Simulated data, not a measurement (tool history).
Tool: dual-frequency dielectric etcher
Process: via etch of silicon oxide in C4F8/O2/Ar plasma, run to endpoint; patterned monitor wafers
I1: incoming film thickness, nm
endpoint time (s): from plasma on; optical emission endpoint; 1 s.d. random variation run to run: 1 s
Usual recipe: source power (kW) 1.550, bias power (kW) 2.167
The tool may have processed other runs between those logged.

Run 1, hour 0.0: usual settings; I1 1100.4. Result: endpoint time (s) 254.8.
Run 2, hour 21.8: usual settings; I1 1097.4. Result: endpoint time (s) 254.8.
Run 3, hour 36.0: usual settings; I1 1097.2. Result: endpoint time (s) 256.2.
Run 4, hour 69.6: usual settings but bias power (kW) 1.769; I1 1096.5. Result: endpoint time (s) 270.1.
Run 5, hour 93.8: usual settings but bias power (kW) 1.769; I1 1096.2. Result: endpoint time (s) 270.7.
Run 6, hour 113.6: usual settings but source power (kW) 1.370, bias power (kW) 2.551; I1 1092.1. Result: endpoint time (s) 250.7.
Run 7, hour 125.8: usual settings but source power (kW) 1.370, bias power (kW) 2.551; I1 1098.7. Result: endpoint time (s) 254.7.
Run 8, hour 146.4: usual settings; I1 1095.8. Result: endpoint time (s) 255.9.
Run 9, hour 163.5: usual settings; I1 1094.5. Result: endpoint time (s) 254.5.
Run 10, hour 175.8: usual settings but source power (kW) 1.820, bias power (kW) 1.735; I1 1104.1. Result: endpoint time (s) 258.1.
Run 11, hour 209.6: usual settings; I1 1099.9. Result: endpoint time (s) 255.3.
Run 12, hour 225.4: usual settings; I1 1096.4. Result: endpoint time (s) 255.3.
Run 13, hour 268.7: usual settings; I1 1103.9. Result: endpoint time (s) 256.9.
Run 14, hour 287.4: usual settings; I1 1083.6. Result: endpoint time (s) 252.3.
Run 15, hour 317.9: usual settings but source power (kW) 1.240; I1 1094.3. Result: endpoint time (s) 275.4.
Run 16, hour 342.1: usual settings but source power (kW) 1.240; I1 1095.0. Result: endpoint time (s) 274.4.
Run 17, hour 376.5: usual settings but source power (kW) 1.240; I1 1104.8. Result: endpoint time (s) 278.4.
Run 18, hour 405.8: usual settings but source power (kW) 1.800; I1 1106.0. Result: endpoint time (s) 243.6.
Run 19, hour 436.4: usual settings but source power (kW) 1.370, bias power (kW) 2.551; I1 1100.7. Result: endpoint time (s) 256.7.
Run 20, hour 464.4: usual settings but source power (kW) 1.670, bias power (kW) 2.523; I1 1108.0. Result: endpoint time (s) 240.6.
Run 21, hour 498.7: usual settings but bias power (kW) 1.952; I1 1100.0. Result: endpoint time (s) 261.8.
Run 22, hour 523.6: usual settings but source power (kW) 1.200, bias power (kW) 2.373; I1 1097.9. Result: endpoint time (s) 271.1.
Run 23, hour 536.8: usual settings but source power (kW) 1.440; I1 1108.2. Result: endpoint time (s) 264.7.
Run 24, hour 568.5: usual settings but source power (kW) 1.420; I1 1096.6. Result: endpoint time (s) 262.3.
Run 25, hour 597.4: usual settings but source power (kW) 1.250, bias power (kW) 2.396; I1 1117.3. Result: endpoint time (s) 272.7.
Run 26, hour 609.6: usual settings; I1 1093.4. Result: endpoint time (s) 254.3.
Run 27, hour 690.1: usual settings; I1 1098.3. Result: endpoint time (s) 254.5.
Run 28, hour 725.7: usual settings but source power (kW) 1.670, bias power (kW) 1.996; I1 1105.8. Result: endpoint time (s) 256.1.
Run 29, hour 749.8: usual settings; I1 1097.8. Result: endpoint time (s) 253.5.
Run 30, hour 782.3: usual settings but source power (kW) 1.190, bias power (kW) 1.688; I1 1090.8. Result: endpoint time (s) 299.7.
Run 31, hour 798.8: usual settings but source power (kW) 1.780, bias power (kW) 1.694; I1 1107.7. Result: endpoint time (s) 263.4.
Run 32, hour 828.2: usual settings but source power (kW) 1.210, bias power (kW) 1.729; I1 1102.4. Result: endpoint time (s) 296.3.
Run 33, hour 851.0: usual settings; I1 1117.2. Result: endpoint time (s) 259.0.

Missing from the log above: 5 entries noted between runs. For each, name the pair of listed runs it sits between and say how the tool's hidden condition differs from the listed run just before to the listed run just after:
Run 12 -> run 13: wet clean of the chamber (hour 268.2)
  nothing in the hidden state changes from one run to the other
Run 18 -> run 19: bias power generator calibrated (hour 414.6)
  nothing in the hidden state changes from one run to the other
Run 20 -> run 21: source power generator calibrated (hour 468.5)
  nothing in the hidden state changes from one run to the other
Run 26 -> run 27: upper electrode replaced (hour 668.1)
  nothing in the hidden state changes from one run to the other
Run 31 -> run 32: wet clean of the chamber (hour 827.7)
  nothing in the hidden state changes from one run to the other

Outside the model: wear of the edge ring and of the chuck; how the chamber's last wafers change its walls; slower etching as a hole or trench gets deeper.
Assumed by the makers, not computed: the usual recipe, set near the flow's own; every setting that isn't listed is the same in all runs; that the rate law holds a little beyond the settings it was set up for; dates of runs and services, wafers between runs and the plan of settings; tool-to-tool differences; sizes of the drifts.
